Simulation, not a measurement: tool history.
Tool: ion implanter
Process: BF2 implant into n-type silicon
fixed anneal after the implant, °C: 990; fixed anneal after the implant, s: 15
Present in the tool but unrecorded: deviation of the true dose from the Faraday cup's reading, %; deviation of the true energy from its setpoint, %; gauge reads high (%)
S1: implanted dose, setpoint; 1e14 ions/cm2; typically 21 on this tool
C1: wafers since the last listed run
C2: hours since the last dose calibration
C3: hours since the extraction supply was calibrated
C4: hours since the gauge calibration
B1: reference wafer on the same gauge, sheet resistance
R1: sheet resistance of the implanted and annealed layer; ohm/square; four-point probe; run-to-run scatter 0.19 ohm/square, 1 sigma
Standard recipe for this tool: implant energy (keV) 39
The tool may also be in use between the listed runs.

run 1 hour=0 | S1=21 implant_energy_(keV)=39 | C1=0 C2=960.7 C3=3401.7 C4=591.5 | B1=101.01 | R1=116.06
run 2 hour=19.7 | S1=21 implant_energy_(keV)=39 | C1=195 C2=980.4 C3=3421.4 C4=611.2 | B1=101.04 | R1=115.69
run 3 hour=94.8 | S1=21 implant_energy_(keV)=39 | C1=745 C2=1055.5 C3=3496.5 C4=686.3 | B1=101 | R1=115.37
run 4 hour=125.6 | S1=21 implant_energy_(keV)=39 | C1=305 C2=1086.3 C3=3527.3 C4=717.1 | B1=101.02 | R1=115.09
run 5 hour=157.3 | S1=21 implant_energy_(keV)=39 | C1=314 C2=1118 C3=3559 C4=748.8 | B1=100.99 | R1=115.18
run 6 hour=185.9 | S1=21 implant_energy_(keV)=39 | C1=284 C2=1146.6 C3=3587.6 C4=777.4 | B1=100.98 | R1=115.07
run 7 hour=198.6 | S1=21 implant_energy_(keV)=39 | C1=126 C2=1159.3 C3=3600.3 C4=790.1 | B1=101.02 | R1=115.71
run 8 hour=223.8 | S1=21 implant_energy_(keV)=39 | C1=250 C2=1184.5 C3=3625.5 C4=815.3 | B1=101.1 | R1=115.57
run 9 hour=239.8 | S1=21 implant_energy_(keV)=39 | C1=158 C2=1200.5 C3=3641.5 C4=831.3 | B1=101 | R1=115.13
run 10 hour=273.7 | S1=21 implant_energy_(keV)=39 | C1=336 C2=1234.4 C3=3675.4 C4=865.2 | B1=100.99 | R1=115.63
run 11 hour=306.7 | S1=21 implant_energy_(keV)=39 | C1=327 C2=1267.4 C3=3708.4 C4=898.2 | B1=100.95 | R1=114.98
-- hour=321.3 extraction supply calibrated
run 12 hour=342.2 | S1=21 implant_energy_(keV)=39 | C1=273 C2=1302.9 C3=20.9 C4=933.7 | B1=101.07 | R1=117.72
-- hour=368.6 gauge calibrated
run 13 hour=378.1 | S1=21 implant_energy_(keV)=39 | C1=356 C2=1338.8 C3=56.8 C4=9.5 | B1=100.89 | R1=117.65
run 14 hour=410.6 | S1=21 implant_energy_(keV)=50 | C1=322 C2=1371.3 C3=89.3 C4=42 | B1=100.95 | R1=101.8
run 15 hour=427.1 | S1=18.33 implant_energy_(keV)=39 | C1=163 C2=1387.8 C3=105.8 C4=58.5 | B1=100.97 | R1=119.82
run 16 hour=458.1 | S1=23.03 implant_energy_(keV)=26 | C1=307 C2=1418.8 C3=136.8 C4=89.5 | B1=101.02 | R1=146.69
-- hour=475.3 Faraday cup replaced and dose calibrated
run 17 hour=475.8 | S1=21 implant_energy_(keV)=39 | C1=96 C2=0.5 C3=154.5 C4=107.2 | B1=101.04 | R1=117.85
run 18 hour=504.1 | S1=26.22 implant_energy_(keV)=34 | C1=281 C2=28.8 C3=182.8 C4=135.5 | B1=100.96 | R1=125.01
run 19 hour=529.7 | S1=21 implant_energy_(keV)=39 | C1=254 C2=54.4 C3=208.4 C4=161.1 | B1=100.94 | R1=117.81
run 20 hour=564.5 | S1=14.87 implant_energy_(keV)=52.5 | C1=345 C2=89.2 C3=243.2 C4=195.9 | B1=100.98 | R1=105.26
run 21 hour=595.2 | S1=15.42 implant_energy_(keV)=45.5 | C1=304 C2=119.9 C3=273.9 C4=226.6 | B1=101.08 | R1=112.48
run 22 hour=613.1 | S1=21 implant_energy_(keV)=39 | C1=177 C2=137.8 C3=291.8 C4=244.5 | B1=101.02 | R1=117.74
run 23 hour=648.5 | S1=18.33 implant_energy_(keV)=39 | C1=351 C2=173.2 C3=327.2 C4=279.9 | B1=100.96 | R1=119.38
run 24 hour=672 | S1=23.64 implant_energy_(keV)=44 | C1=233 C2=196.7 C3=350.7 C4=303.4 | B1=101.03 | R1=108.58
run 25 hour=695.4 | S1=21 implant_energy_(keV)=39 | C1=232 C2=220.1 C3=374.1 C4=326.8 | B1=100.99 | R1=117.65
run 26 hour=714.2 | S1=18.82 implant_energy_(keV)=47 | C1=186 C2=238.9 C3=392.9 C4=345.6 | B1=101.05 | R1=106.59
run 27 hour=729.7 | S1=23.26 implant_energy_(keV)=47.5 | C1=153 C2=254.4 C3=408.4 C4=361.1 | B1=100.95 | R1=104.06
run 28 hour=762 | S1=21 implant_energy_(keV)=39 | C1=320 C2=286.7 C3=440.7 C4=393.4 | B1=101.02 | R1=117.51
run 29 hour=780.2 | S1=16.55 implant_energy_(keV)=46.5 | C1=180 C2=304.9 C3=458.9 C4=411.6 | B1=101.05 | R1=109.9
run 30 hour=814.4 | S1=14.87 implant_energy_(keV)=52.5 | C1=339 C2=339.1 C3=493.1 C4=445.8 | B1=100.97 | R1=105.13
run 31 hour=831.3 | S1=25.95 implant_energy_(keV)=28.5 | C1=167 C2=356 C3=510 C4=462.7 | B1=100.98 | R1=137.86
run 32 hour=853.6 | S1=21 implant_energy_(keV)=39 | C1=221 C2=378.3 C3=532.3 C4=485 | B1=100.94 | R1=117.69
run 33 hour=883.6 | S1=21 implant_energy_(keV)=27.5 | C1=297 C2=408.3 C3=562.3 C4=515 | B1=100.93 | R1=142.94
run 34 hour=918 | S1=26.66 implant_energy_(keV)=27.5 | C1=341 C2=442.7 C3=596.7 C4=549.4 | B1=100.99 | R1=140.29
run 35 hour=1009.6 | S1=16.19 implant_energy_(keV)=50 | C1=909 C2=534.3 C3=688.3 C4=641 | B1=100.99 | R1=105.87
run 36 hour=1044.7 | S1=23.23 implant_energy_(keV)=39 | C1=348 C2=569.4 C3=723.4 C4=676.1 | B1=101.02 | R1=116.34

Table of differences, measured result less the result of that run with no hidden state. Run-to-run variation is the same in both. Gauge scatter possibly is not:
run=1 R1=-2.42
run=2 R1=-2.44
run=3 R1=-2.54
run=4 R1=-2.58
run=5 R1=-2.62
run=6 R1=-2.67
run=7 R1=-2.7
run=8 R1=-2.74
run=9 R1=-2.75
run=10 R1=-2.81
run=11 R1=-2.85
run=12 R1=-0.29
run=13 R1=-0.3
run=14 R1=-0.27
run=15 R1=-0.3
run=16 R1=-0.35
run=17 R1=-0.31
run=18 R1=-0.32
run=19 R1=-0.3
run=20 R1=-0.25
run=21 R1=-0.28
run=22 R1=-0.31
run=23 R1=-0.31
run=24 R1=-0.3
run=25 R1=-0.33
run=26 R1=-0.3
run=27 R1=-0.3
run=28 R1=-0.34
run=29 R1=-0.3
run=30 R1=-0.28
run=31 R1=-0.38
run=32 R1=-0.35
run=33 R1=-0.42
run=34 R1=-0.41
run=35 R1=-0.33
run=36 R1=-0.41
